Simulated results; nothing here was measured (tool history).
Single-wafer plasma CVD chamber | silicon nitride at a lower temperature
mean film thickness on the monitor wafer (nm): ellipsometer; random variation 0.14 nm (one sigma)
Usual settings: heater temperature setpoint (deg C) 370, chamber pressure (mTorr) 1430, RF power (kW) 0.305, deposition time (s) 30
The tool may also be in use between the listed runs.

run,hour,heater temperature setpoint (deg C),chamber pressure (mTorr),RF power (kW),deposition time (s),wafers since the last listed run,hours since the last thermocouple change,hours since the last RF generator calibration,hours since the last manometer calibration,hours since the showerhead was replaced,hours since the gauge calibration,"read-back reference wafer on the same gauge, thickness_nm",mean film thickness on the monitor wafer (nm)
1,0,370,1430,0.305,30,0,728.7,659.9,1642.8,4008.7,139.2,32.015,31.73
2,29.5,370,1430,0.305,30,390,758.2,689.4,1672.3,4038.2,168.7,31.981,31.602
3,62.1,370,1430,0.305,30,431,790.8,722,1704.9,4070.8,201.3,32.056,31.468
4,85.1,370,1430,0.305,30,304,813.8,745,1727.9,4093.8,224.3,32.07,31.391
5,121,370,1430,0.325,30,474,849.7,780.9,1763.8,4129.7,260.2,32.03,33.484
6,154.6,370,1430,0.305,30,444,883.3,814.5,1797.4,4163.3,293.8,32.006,31.627
# hour 180.1: thermocouple changed; heater temperature recalibrated
7,186.2,370,1430,0.305,30,312,6.1,846.1,1829,4194.9,325.4,31.989,31.642
# hour 201.3: showerhead replaced
# hour 218.5: capacitance manometer re-zeroed and calibrated
8,220.4,370,1430,0.305,30,240,40.3,880.3,1.9,19.1,359.6,32.004,31.524
9,235.5,370,1430,0.305,30,199,55.4,895.4,17,34.2,374.7,32.016,31.492
10,269.1,376,1730,0.305,30,444,89,929,50.6,67.8,408.3,31.998,33.57
# hour 298: RF generator calibrated
11,316.2,383,1140,0.305,30,517,136.1,18.2,97.7,114.9,455.4,31.965,29.069
12,335.7,370,1430,0.305,30,257,155.6,37.7,117.2,134.4,474.9,31.972,31.462
13,364.6,358,1430,0.305,33.9,382,184.5,66.6,146.1,163.3,503.8,32.039,35.893
# hour 367.3: gauge calibrated
14,398.3,370,1430,0.305,30,445,218.2,100.3,179.8,197,31,32.039,31.547

Estimate the outcome of run 15 from the log above:
15,412.2,370,1540,0.305,30,183,232.1,114.2,193.7,210.9,44.9,?,?

{"run 15": {"read-back reference wafer on the same gauge, thickness_nm": 32.016, "mean film thickness on the monitor wafer (nm)": 32.305}}
Had the tool carried no hidden state, the very same run would have given mean film thickness on the monitor wafer (nm) 32.305.

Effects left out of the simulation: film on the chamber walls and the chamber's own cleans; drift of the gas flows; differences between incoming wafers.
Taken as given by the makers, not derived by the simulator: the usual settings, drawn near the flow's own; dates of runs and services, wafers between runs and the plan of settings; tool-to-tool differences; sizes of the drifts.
